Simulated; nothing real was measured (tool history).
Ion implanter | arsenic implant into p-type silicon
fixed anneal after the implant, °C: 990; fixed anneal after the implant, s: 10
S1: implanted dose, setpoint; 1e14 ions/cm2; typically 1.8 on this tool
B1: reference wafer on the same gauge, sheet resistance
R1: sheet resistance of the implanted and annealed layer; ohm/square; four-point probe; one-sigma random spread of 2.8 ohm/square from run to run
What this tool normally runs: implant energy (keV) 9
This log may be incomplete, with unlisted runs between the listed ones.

{"run": 1, "hour": 0.0, "S1": 1.8, "implant energy (keV)": 9, "B1": 493.35, "R1": 534.24}
{"run": 2, "hour": 51.8, "S1": 2.12, "implant energy (keV)": 9, "B1": 492.42, "R1": 472.27}
{"run": 3, "hour": 147.9, "S1": 2.12, "implant energy (keV)": 9, "B1": 491.3, "R1": 468.15}
{"run": 4, "hour": 194.8, "S1": 1.8, "implant energy (keV)": 11.5, "B1": 492.01, "R1": 509.43}
{"run": 5, "hour": 233.6, "S1": 1.8, "implant energy (keV)": 11.5, "B1": 492.94, "R1": 515.21}
{"hour": 338.1, "done": "extraction supply calibrated"}
{"run": 6, "hour": 338.6, "S1": 1.8, "implant energy (keV)": 11.5, "B1": 491.78, "R1": 506.54}
{"hour": 365.9, "done": "gauge calibrated"}
{"run": 7, "hour": 402.8, "S1": 1.8, "implant energy (keV)": 9.5, "B1": 491.59, "R1": 522.27}
{"run": 8, "hour": 472.1, "S1": 1.8, "implant energy (keV)": 9.5, "B1": 493.01, "R1": 523.48}
{"run": 9, "hour": 576.1, "S1": 1.8, "implant energy (keV)": 7.5, "B1": 491.32, "R1": 529.96}
{"hour": 607.1, "done": "Faraday cup replaced and dose calibrated"}
{"run": 10, "hour": 639.3, "S1": 1.8, "implant energy (keV)": 7.5, "B1": 492.28, "R1": 546.93}
{"run": 11, "hour": 708.9, "S1": 1.8, "implant energy (keV)": 7.5, "B1": 491.26, "R1": 545.51}
{"run": 12, "hour": 798.8, "S1": 1.8, "implant energy (keV)": 9, "B1": 492.55, "R1": 529.63}
{"run": 13, "hour": 888.7, "S1": 1.98, "implant energy (keV)": 10, "B1": 492.24, "R1": 484.85}
{"run": 14, "hour": 949.7, "S1": 1.28, "implant energy (keV)": 11, "B1": 492.4, "R1": 659.19}
{"run": 15, "hour": 1033.2, "S1": 1.51, "implant energy (keV)": 9, "B1": 492.86, "R1": 599.62}
{"run": 16, "hour": 1131.1, "S1": 1.8, "implant energy (keV)": 9, "B1": 490.84, "R1": 515.52}
{"run": 17, "hour": 1220.0, "S1": 1.51, "implant energy (keV)": 9, "B1": 492.16, "R1": 590.82}
{"run": 18, "hour": 1370.6, "S1": 1.47, "implant energy (keV)": 6, "B1": 491.26, "R1": 631.08}

Run 19, settings as shown, results not yet in. Your forecast:
{"hour": 1394.4, "done": "Faraday cup replaced and dose calibrated"}
{"run": 19, "hour": 1453.6, "S1": 1.46, "implant energy (keV)": 9, "B1": "?", "R1": "?"}

B1: 492.76
R1: 618.25 ohm/square
On a tool with no hidden condition, and with the same random variation, this run would have come out at R1 621.65 ohm/square.
